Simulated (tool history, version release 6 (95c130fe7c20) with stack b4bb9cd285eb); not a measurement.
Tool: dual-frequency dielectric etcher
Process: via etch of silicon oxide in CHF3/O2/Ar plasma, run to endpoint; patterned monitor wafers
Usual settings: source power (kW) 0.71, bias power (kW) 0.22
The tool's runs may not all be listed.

run,hour,source power (kW),bias power (kW),"incoming incoming film thickness, nm",endpoint time (s)
1,0,0.79,0.22,756.1,347.9
2,31.6,0.62,0.263,762,360.4
3,63,0.62,0.263,753.4,355.1
4,86.5,0.75,0.22,762.1,357.7
5,102.2,0.75,0.22,755.9,355.7
6,119.1,0.71,0.22,766.8,367
7,152.3,0.71,0.22,758.5,362.6
# hour 261.3: wet clean of the chamber
8,261.8,0.71,0.22,753.9,350.6
# hour 287.3: upper electrode replaced
9,289.1,0.71,0.22,761,355.4
10,309,0.71,0.22,762.9,355.9
11,335.4,0.82,0.22,758.3,338.3
12,370.2,0.71,0.22,754.7,352.9
13,384.3,0.71,0.22,761.1,357.5
14,408.1,0.71,0.22,761,357.6
15,420.3,0.79,0.251,763.6,333.9
# hour 527: bias power generator calibrated
16,527.5,0.71,0.22,762.9,360.8
17,542.6,0.59,0.22,753.7,377.5
18,559.1,0.71,0.22,760.9,362
19,591,0.6,0.254,766.8,368.8
20,623.9,0.71,0.22,758.8,359.9
# hour 639.8: source power generator calibrated
21,652.3,0.71,0.22,762.7,365.1
22,675.5,0.59,0.246,759.7,374.4
23,692.7,0.66,0.18,755.8,389.2
24,709,0.56,0.236,757.8,382.4
25,726,0.71,0.22,756.9,363.2
26,759.1,0.76,0.174,759.9,381.9
27,786.9,0.65,0.242,761.6,367.4
# hour 834.4: wet clean of the chamber
28,834.9,0.59,0.274,759.5,351.8

3 ways to go on from here, each from the tool as it stands after run 28. What would each give?
A,835.4,0.71,0.22,757.9,?
B,835.4,0.78,0.185,757.9,?
C,835.4,0.57,0.257,757.9,?

run,endpoint time (s)
A,353.9
B,359
C,362.7
Without the tool's hidden state the same runs would have given:
run,endpoint time (s)
A,353.8
B,359
C,362.6

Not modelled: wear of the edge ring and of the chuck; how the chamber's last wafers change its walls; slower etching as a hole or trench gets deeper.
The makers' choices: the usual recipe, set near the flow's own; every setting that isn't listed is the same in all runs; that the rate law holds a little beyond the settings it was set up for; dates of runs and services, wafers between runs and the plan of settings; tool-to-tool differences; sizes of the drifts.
